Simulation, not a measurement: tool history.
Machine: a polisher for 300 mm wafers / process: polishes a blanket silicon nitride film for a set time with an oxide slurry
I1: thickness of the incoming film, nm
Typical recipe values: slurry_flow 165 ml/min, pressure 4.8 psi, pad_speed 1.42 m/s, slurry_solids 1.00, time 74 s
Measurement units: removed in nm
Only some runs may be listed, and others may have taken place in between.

Run 1, hour 0.0: usual settings; I1 483.0. Result: removed 93.4 nm.
Run 2, hour 25.7: usual settings; I1 485.4. Result: removed 90.1 nm.
At hour 53.9: slurry blender recalibrated.
Run 3, hour 107.9: usual settings; I1 477.3. Result: removed 85.4 nm.
Run 4, hour 140.6: usual settings; I1 487.4. Result: removed 87.1 nm.
At hour 154.8: worn pad replaced by a new one.
Run 5, hour 165.9: usual settings; I1 479.7. Result: removed 93.0 nm.
At hour 172.0: conditioning disc replaced and pad reconditioned.
Run 6, hour 179.9: usual settings; I1 477.2. Result: removed 90.8 nm.
At hour 208.4: slurry blender recalibrated.
Run 7, hour 208.9: usual settings; I1 477.3. Result: removed 93.5 nm.
At hour 213.2: head pressure recalibrated.
Run 8, hour 224.1: usual settings; I1 481.7. Result: removed 92.3 nm.
Run 9, hour 267.5: usual settings but slurry_solids 1.15; I1 487.0. Result: removed 95.6 nm.
At hour 271.5: slurry nozzle cleaned.
Run 10, hour 291.9: usual settings; I1 481.6. Result: removed 86.6 nm.
Run 11, hour 309.1: usual settings but pressure 3.7 psi, pad_speed 1.62 m/s; I1 488.1. Result: removed 72.5 nm.
At hour 316.5: worn pad replaced by a new one.
Run 12, hour 331.4: usual settings but pad_speed 1.04 m/s, slurry_solids 0.70, time 49 s; I1 487.0. Result: removed 38.4 nm.
At hour 346.7: slurry blender recalibrated.
Run 13, hour 359.4: usual settings but pressure 5.7 psi; I1 487.5. Result: removed 108.1 nm.
Run 14, hour 405.1: usual settings; I1 471.0. Result: removed 87.1 nm.
At hour 417.6: conditioning disc replaced and pad reconditioned.
Run 15, hour 430.7: usual settings; I1 469.1. Result: removed 86.1 nm.
Run 16, hour 454.1: usual settings but pressure 6.3 psi, pad_speed 1.00 m/s; I1 485.0. Result: removed 92.7 nm.

Run 17 comes next. What will it give?
At hour 483.2: slurry blender recalibrated.
At hour 488.2: worn pad replaced by a new one.
Run 17, hour 488.7: usual settings but slurry_flow 210 ml/min, pressure 6.5 psi, pad_speed 1.76 m/s, slurry_solids 0.90; I1 483.1. Result: removed ?.

{"run 17": {"removed": 145.5}}
Were there no unlogged condition in the tool, this run, its random variation unchanged, would have produced removed 148.1 nm.
